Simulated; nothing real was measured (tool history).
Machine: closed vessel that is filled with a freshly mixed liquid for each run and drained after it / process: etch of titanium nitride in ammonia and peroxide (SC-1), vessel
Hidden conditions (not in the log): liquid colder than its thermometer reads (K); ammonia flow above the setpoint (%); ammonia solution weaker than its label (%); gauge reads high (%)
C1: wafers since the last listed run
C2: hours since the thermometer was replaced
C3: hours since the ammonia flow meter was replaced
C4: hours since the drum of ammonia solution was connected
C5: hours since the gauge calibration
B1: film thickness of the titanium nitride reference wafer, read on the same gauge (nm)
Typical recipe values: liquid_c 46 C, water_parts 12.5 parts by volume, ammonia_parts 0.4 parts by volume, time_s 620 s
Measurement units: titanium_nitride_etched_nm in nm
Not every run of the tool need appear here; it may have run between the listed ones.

{"run": 1, "hour": 0.0, "liquid_c": 46, "water_parts": 12.5, "ammonia_parts": 0.4, "time_s": 620, "C1": 0, "C2": 2164.9, "C3": 1805.2, "C4": 117.3, "C5": 70.1, "B1": 90.01, "titanium_nitride_etched_nm": 19.76}
{"run": 2, "hour": 7.2, "liquid_c": 46, "water_parts": 12.5, "ammonia_parts": 0.4, "time_s": 620, "C1": 481, "C2": 2172.1, "C3": 1812.4, "C4": 124.5, "C5": 77.3, "B1": 90, "titanium_nitride_etched_nm": 19.9}
{"run": 3, "hour": 15.2, "liquid_c": 46, "water_parts": 12.5, "ammonia_parts": 0.4, "time_s": 620, "C1": 534, "C2": 2180.1, "C3": 1820.4, "C4": 132.5, "C5": 85.3, "B1": 90.01, "titanium_nitride_etched_nm": 19.64}
{"run": 4, "hour": 29.3, "liquid_c": 46, "water_parts": 12.5, "ammonia_parts": 0.25, "time_s": 620, "C1": 942, "C2": 2194.2, "C3": 1834.5, "C4": 146.6, "C5": 99.4, "B1": 89.98, "titanium_nitride_etched_nm": 18.25}
{"run": 5, "hour": 42.6, "liquid_c": 46, "water_parts": 12.5, "ammonia_parts": 0.25, "time_s": 620, "C1": 888, "C2": 2207.5, "C3": 1847.8, "C4": 159.9, "C5": 112.7, "B1": 89.98, "titanium_nitride_etched_nm": 18.04}
{"run": 6, "hour": 49.0, "liquid_c": 46, "water_parts": 12.5, "ammonia_parts": 0.25, "time_s": 620, "C1": 427, "C2": 2213.9, "C3": 1854.2, "C4": 166.3, "C5": 119.1, "B1": 90.02, "titanium_nitride_etched_nm": 18.23}
{"run": 7, "hour": 57.4, "liquid_c": 46, "water_parts": 12.5, "ammonia_parts": 0.4, "time_s": 820, "C1": 561, "C2": 2222.3, "C3": 1862.6, "C4": 174.7, "C5": 127.5, "B1": 90, "titanium_nitride_etched_nm": 26.36}
{"run": 8, "hour": 65.5, "liquid_c": 46, "water_parts": 12.5, "ammonia_parts": 0.4, "time_s": 820, "C1": 541, "C2": 2230.4, "C3": 1870.7, "C4": 182.8, "C5": 135.6, "B1": 89.99, "titanium_nitride_etched_nm": 26.42}
{"run": 9, "hour": 71.7, "liquid_c": 46, "water_parts": 12.5, "ammonia_parts": 0.4, "time_s": 620, "C1": 414, "C2": 2236.6, "C3": 1876.9, "C4": 189, "C5": 141.8, "B1": 89.98, "titanium_nitride_etched_nm": 19.66}
{"hour": 72.9, "done": "ammonia flow meter replaced"}
{"run": 10, "hour": 99.6, "liquid_c": 46, "water_parts": 12.5, "ammonia_parts": 0.4, "time_s": 620, "C1": 1797, "C2": 2264.5, "C3": 26.7, "C4": 216.9, "C5": 169.7, "B1": 89.99, "titanium_nitride_etched_nm": 19.62}
{"run": 11, "hour": 106.5, "liquid_c": 38.5, "water_parts": 8, "ammonia_parts": 0.6, "time_s": 880, "C1": 461, "C2": 2271.4, "C3": 33.6, "C4": 223.8, "C5": 176.6, "B1": 89.98, "titanium_nitride_etched_nm": 21.98}
{"run": 12, "hour": 116.5, "liquid_c": 46, "water_parts": 12.5, "ammonia_parts": 0.4, "time_s": 385, "C1": 668, "C2": 2281.4, "C3": 43.6, "C4": 233.8, "C5": 186.6, "B1": 90.01, "titanium_nitride_etched_nm": 12.32}
{"run": 13, "hour": 134.4, "liquid_c": 56, "water_parts": 7.5, "ammonia_parts": 0.4, "time_s": 940, "C1": 1196, "C2": 2299.3, "C3": 61.5, "C4": 251.7, "C5": 204.5, "B1": 90, "titanium_nitride_etched_nm": 78.54}
{"hour": 135.6, "done": "gauge calibrated"}
{"run": 14, "hour": 151.7, "liquid_c": 46, "water_parts": 12.5, "ammonia_parts": 0.4, "time_s": 620, "C1": 1156, "C2": 2316.6, "C3": 78.8, "C4": 269, "C5": 16.1, "B1": 89.99, "titanium_nitride_etched_nm": 19.88}
{"hour": 161.6, "done": "new drum of ammonia solution connected"}
{"run": 15, "hour": 165.5, "liquid_c": 46, "water_parts": 8, "ammonia_parts": 0.5, "time_s": 620, "C1": 855, "C2": 2330.4, "C3": 92.6, "C4": 3.9, "C5": 29.9, "B1": 90, "titanium_nitride_etched_nm": 26.16}
{"run": 16, "hour": 172.4, "liquid_c": 38, "water_parts": 12.5, "ammonia_parts": 0.4, "time_s": 620, "C1": 461, "C2": 2337.3, "C3": 99.5, "C4": 10.8, "C5": 36.8, "B1": 90.01, "titanium_nitride_etched_nm": 11.02}
{"hour": 176.3, "done": "thermometer replaced"}
{"run": 17, "hour": 188.3, "liquid_c": 39.5, "water_parts": 12.5, "ammonia_parts": 0.4, "time_s": 620, "C1": 995, "C2": 12, "C3": 115.4, "C4": 26.7, "C5": 52.7, "B1": 89.99, "titanium_nitride_etched_nm": 12.38}
{"run": 18, "hour": 202.2, "liquid_c": 46, "water_parts": 12.5, "ammonia_parts": 0.4, "time_s": 620, "C1": 929, "C2": 25.9, "C3": 129.3, "C4": 40.6, "C5": 66.6, "B1": 89.99, "titanium_nitride_etched_nm": 19.8}
{"run": 19, "hour": 211.6, "liquid_c": 50, "water_parts": 16.5, "ammonia_parts": 0.35, "time_s": 970, "C1": 628, "C2": 35.3, "C3": 138.7, "C4": 50, "C5": 76, "B1": 89.98, "titanium_nitride_etched_nm": 34.44}
{"run": 20, "hour": 218.8, "liquid_c": 46, "water_parts": 12.5, "ammonia_parts": 0.4, "time_s": 620, "C1": 481, "C2": 42.5, "C3": 145.9, "C4": 57.2, "C5": 83.2, "B1": 90, "titanium_nitride_etched_nm": 19.98}
{"run": 21, "hour": 235.7, "liquid_c": 46, "water_parts": 12.5, "ammonia_parts": 0.4, "time_s": 620, "C1": 1129, "C2": 59.4, "C3": 162.8, "C4": 74.1, "C5": 100.1, "B1": 89.99, "titanium_nitride_etched_nm": 19.74}

Below are 4 alternative next runs, each starting from the tool's condition after run 21. Predict each:
{"run": "A", "hour": 236.5, "liquid_c": 46, "water_parts": 12.5, "ammonia_parts": 0.4, "time_s": 620, "C1": 53, "C2": 60.2, "C3": 163.6, "C4": 74.9, "C5": 100.9, "B1": "?", "titanium_nitride_etched_nm": "?"}
{"run": "B", "hour": 236.5, "liquid_c": 38, "water_parts": 12.5, "ammonia_parts": 0.4, "time_s": 255, "C1": 53, "C2": 60.2, "C3": 163.6, "C4": 74.9, "C5": 100.9, "B1": "?", "titanium_nitride_etched_nm": "?"}
{"run": "C", "hour": 236.5, "liquid_c": 42.5, "water_parts": 12.5, "ammonia_parts": 0.4, "time_s": 620, "C1": 53, "C2": 60.2, "C3": 163.6, "C4": 74.9, "C5": 100.9, "B1": "?", "titanium_nitride_etched_nm": "?"}
{"run": "D", "hour": 236.5, "liquid_c": 49.5, "water_parts": 9.5, "ammonia_parts": 0.4, "time_s": 790, "C1": 53, "C2": 60.2, "C3": 163.6, "C4": 74.9, "C5": 100.9, "B1": "?", "titanium_nitride_etched_nm": "?"}

run=A B1=90 titanium_nitride_etched_nm=19.69
run=B B1=90 titanium_nitride_etched_nm=4.51
run=C B1=90 titanium_nitride_etched_nm=15.29
run=D B1=90 titanium_nitride_etched_nm=37.17
Stripped of hidden state, with their random variation kept, the same runs would have yielded:
run=A titanium_nitride_etched_nm=19.69
run=B titanium_nitride_etched_nm=4.51
run=C titanium_nitride_etched_nm=15.29
run=D titanium_nitride_etched_nm=37.17

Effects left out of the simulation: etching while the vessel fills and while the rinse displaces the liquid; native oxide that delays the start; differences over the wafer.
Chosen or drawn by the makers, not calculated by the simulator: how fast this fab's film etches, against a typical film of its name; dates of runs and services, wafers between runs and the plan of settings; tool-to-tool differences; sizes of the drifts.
